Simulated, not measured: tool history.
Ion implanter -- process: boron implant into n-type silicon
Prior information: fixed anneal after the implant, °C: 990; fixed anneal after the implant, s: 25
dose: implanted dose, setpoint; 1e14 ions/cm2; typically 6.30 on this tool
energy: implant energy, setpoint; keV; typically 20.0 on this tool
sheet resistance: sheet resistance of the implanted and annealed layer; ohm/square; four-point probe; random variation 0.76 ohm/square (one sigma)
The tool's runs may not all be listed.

run	hour	dose	energy	read-back reference wafer on the same gauge, sheet resistance	sheet resistance
1	0.0	6.30	20.0	168.88	184.53
2	8.0	6.30	20.0	169.25	184.88
3	21.0	6.30	20.0	168.90	184.89
4	33.8	6.30	20.0	168.71	186.30
5	45.1	6.30	20.0	168.91	187.26
6	57.6	6.30	20.0	169.16	185.74
7	100.1	6.30	20.0	169.06	186.04
8	106.5	6.30	20.0	168.99	185.39
9	115.4	6.30	20.0	168.98	184.23
10	132.6	6.30	20.0	168.92	185.64
11	141.4	6.30	16.0	169.12	190.20
12	187.7	6.30	16.0	168.75	189.25
13	195.7	6.30	16.0	168.77	187.28
# hour 213.8: extraction supply calibrated
# hour 216.6: Faraday cup replaced and dose calibrated
14	217.1	6.30	20.0	169.22	169.10
15	219.2	6.30	20.0	168.85	170.18
16	235.8	6.30	20.0	168.94	170.45
17	245.6	4.60	24.5	169.07	216.82
18	261.9	7.61	20.0	169.02	145.87
19	270.6	5.73	25.0	168.83	182.64
# hour 273.7: gauge calibrated
20	280.6	5.62	26.0	169.15	184.31
# hour 295.4: Faraday cup replaced and dose calibrated, repeated, since the last time left the tool worse
21	295.9	6.30	20.0	169.08	179.60
22	298.1	4.68	13.5	168.97	234.30
23	314.4	5.37	20.0	169.02	204.37
24	328.8	4.68	13.5	168.87	235.32
25	335.6	4.68	20.0	169.00	230.74
26	345.5	5.10	16.5	168.99	215.09
27	354.2	7.73	25.0	168.59	149.61
28	367.2	6.30	20.0	168.96	180.46
29	382.7	6.30	13.5	168.84	186.35
30	410.9	6.30	20.0	168.92	180.63
31	425.7	6.30	20.0	169.13	182.36
32	433.5	4.61	22.5	169.26	230.50

Run 33, settings as shown, results not yet in. Your forecast:
33	444.0	6.30	23.0	?	?

Run 33 produced read-back reference wafer on the same gauge, sheet resistance 168.82, sheet resistance 179.98 ohm/square.
If the tool had no hidden condition, the same run with the same run-to-run variation would have returned sheet resistance 177.89 ohm/square.
